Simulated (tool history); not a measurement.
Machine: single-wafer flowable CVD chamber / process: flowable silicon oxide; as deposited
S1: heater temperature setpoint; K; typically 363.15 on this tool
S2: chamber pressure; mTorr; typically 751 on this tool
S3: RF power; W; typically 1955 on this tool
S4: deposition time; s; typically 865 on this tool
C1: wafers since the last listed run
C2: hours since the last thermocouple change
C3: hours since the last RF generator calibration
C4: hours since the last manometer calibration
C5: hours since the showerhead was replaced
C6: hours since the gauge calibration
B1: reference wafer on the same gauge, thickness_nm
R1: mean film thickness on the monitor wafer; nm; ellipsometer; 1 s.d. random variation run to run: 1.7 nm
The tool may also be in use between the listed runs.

| run | day | S1 | S2 | S3 | S4 | C1 | C2 | C3 | C4 | C5 | C6 | B1 | R1 |
|---|---|---|---|---|---|---|---|---|---|---|---|---|---|
| 1 | 0 | 363.15 | 751 | 1730 | 865 | 0 | 47.5 | 1992.5 | 2498.7 | 1258 | 977.4 | 644.104 | 608.96 |
| 2 | 2.85 | 363.15 | 751 | 1730 | 865 | 143 | 115.9 | 2060.9 | 2567.1 | 1326.4 | 1045.8 | 644.031 | 606.145 |
| 3 | 4.696 | 363.15 | 751 | 1955 | 865 | 92 | 160.2 | 2105.2 | 2611.4 | 1370.7 | 1090.1 | 644.125 | 623.711 |
| 4 | 8.667 | 363.15 | 751 | 1955 | 865 | 199 | 255.5 | 2200.5 | 2706.7 | 1466 | 1185.4 | 643.778 | 623.043 |
|  | 9.408 | RF generator calibrated |
| 5 | 11.392 | 363.15 | 751 | 1955 | 865 | 120 | 320.9 | 47.6 | 2772.1 | 1531.4 | 1250.8 | 643.951 | 624.78 |
| 6 | 13.208 | 363.15 | 569 | 1815 | 957 | 91 | 364.5 | 91.2 | 2815.7 | 1575 | 1294.4 | 643.833 | 516.185 |
| 7 | 16.233 | 363.15 | 875 | 1955 | 865 | 152 | 437.1 | 163.8 | 2888.3 | 1647.6 | 1367 | 643.955 | 729.521 |
| 8 | 19.758 | 363.15 | 751 | 1955 | 865 | 177 | 521.7 | 248.4 | 2972.9 | 1732.2 | 1451.6 | 644.125 | 625.62 |
| 9 | 24.104 | 363.15 | 572 | 1955 | 865 | 218 | 626 | 352.7 | 3077.2 | 1836.5 | 1555.9 | 643.891 | 478.763 |
|  | 25.108 | capacitance manometer re-zeroed and calibrated |
| 10 | 26.342 | 363.15 | 751 | 1955 | 865 | 95 | 679.7 | 406.4 | 29.6 | 1890.2 | 1609.6 | 643.752 | 624.846 |
| 11 | 29.467 | 351.15 | 751 | 1695 | 865 | 157 | 754.7 | 481.4 | 104.6 | 1965.2 | 1684.6 | 643.884 | 853.392 |
|  | 32.167 | gauge calibrated |
| 12 | 33.729 | 353.15 | 751 | 2055 | 940 | 214 | 857 | 583.7 | 206.9 | 2067.5 | 37.5 | 644.015 | 913.739 |
| 13 | 36.975 | 363.15 | 867 | 2295 | 865 | 163 | 934.9 | 661.6 | 284.8 | 2145.4 | 115.4 | 643.938 | 742.919 |
| 14 | 38.55 | 363.15 | 645 | 1955 | 865 | 79 | 972.7 | 699.4 | 322.6 | 2183.2 | 153.2 | 644.089 | 535.516 |
| 15 | 40.983 | 358.15 | 751 | 1955 | 697 | 122 | 1031.1 | 757.8 | 381 | 2241.6 | 211.6 | 644.008 | 580.863 |
| 16 | 45.462 | 363.15 | 751 | 1955 | 865 | 225 | 1138.6 | 865.3 | 488.5 | 2349.1 | 319.1 | 644.03 | 624.41 |
| 17 | 49.454 | 363.15 | 751 | 1955 | 865 | 200 | 1234.4 | 961.1 | 584.3 | 2444.9 | 414.9 | 643.937 | 629.264 |
| 18 | 52.808 | 349.15 | 872 | 1955 | 865 | 168 | 1314.9 | 1041.6 | 664.8 | 2525.4 | 495.4 | 643.747 | 1079.152 |
| 19 | 54.929 | 375.15 | 751 | 2110 | 710 | 106 | 1365.8 | 1092.5 | 715.7 | 2576.3 | 546.3 | 643.969 | 353.641 |
|  | 56.258 | showerhead replaced |
| 20 | 57.55 | 349.15 | 863 | 2195 | 771 | 115 | 1428.7 | 1155.4 | 778.6 | 31 | 609.2 | 644.342 | 970.477 |
| 21 | 61.175 | 363.15 | 751 | 1955 | 865 | 182 | 1515.7 | 1242.4 | 865.6 | 118 | 696.2 | 644.092 | 631.572 |
| 22 | 63.746 | 363.15 | 751 | 1955 | 865 | 129 | 1577.4 | 1304.1 | 927.3 | 179.7 | 757.9 | 644.116 | 629.893 |
|  | 66.954 | thermocouple changed; heater temperature recalibrated |
| 23 | 68.246 | 363.15 | 751 | 1955 | 865 | 209 | 31 | 1412.1 | 1035.3 | 287.7 | 865.9 | 643.97 | 628.415 |
| 24 | 71.571 | 363.15 | 673 | 1955 | 977 | 167 | 110.8 | 1491.9 | 1115.1 | 367.5 | 945.7 | 644.234 | 634.672 |
| 25 | 73.233 | 363.15 | 751 | 2330 | 865 | 83 | 150.7 | 1531.8 | 1155 | 407.4 | 985.6 | 643.926 | 641.081 |
| 26 | 77.554 | 359.15 | 751 | 2175 | 953 | 217 | 254.4 | 1635.5 | 1258.7 | 511.1 | 1089.3 | 644.127 | 784.145 |
| 27 | 81.746 | 363.15 | 751 | 2330 | 865 | 210 | 355 | 1736.1 | 1359.3 | 611.7 | 1189.9 | 644.012 | 643.089 |
| 28 | 86.138 | 363.15 | 602 | 1630 | 795 | 220 | 460.4 | 1841.5 | 1464.7 | 717.1 | 1295.3 | 643.825 | 445.954 |

Each row is a separate what-if for the run after 28, all from the same tool condition, not one after another. Results?
| A | 86.162 | 363.15 | 751 | 1955 | 865 | 1 | 461 | 1842.1 | 1465.3 | 717.7 | 1295.9 | ? | ? |
| B | 86.162 | 363.15 | 890 | 1685 | 771 | 1 | 461 | 1842.1 | 1465.3 | 717.7 | 1295.9 | ? | ? |
| C | 86.162 | 363.15 | 751 | 1575 | 865 | 1 | 461 | 1842.1 | 1465.3 | 717.7 | 1295.9 | ? | ? |
| D | 86.162 | 369.15 | 930 | 1955 | 816 | 1 | 461 | 1842.1 | 1465.3 | 717.7 | 1295.9 | ? | ? |

| run | B1 | R1 |
|---|---|---|
| A | 643.933 | 631.069 |
| B | 643.933 | 648.458 |
| C | 643.933 | 604.735 |
| D | 643.933 | 607.271 |
Take away the tool's hidden state, keep each run's random variation, and the runs would have read:
| run | R1 |
|---|---|
| A | 629.872 |
| B | 647.228 |
| C | 603.589 |
| D | 605.966 |
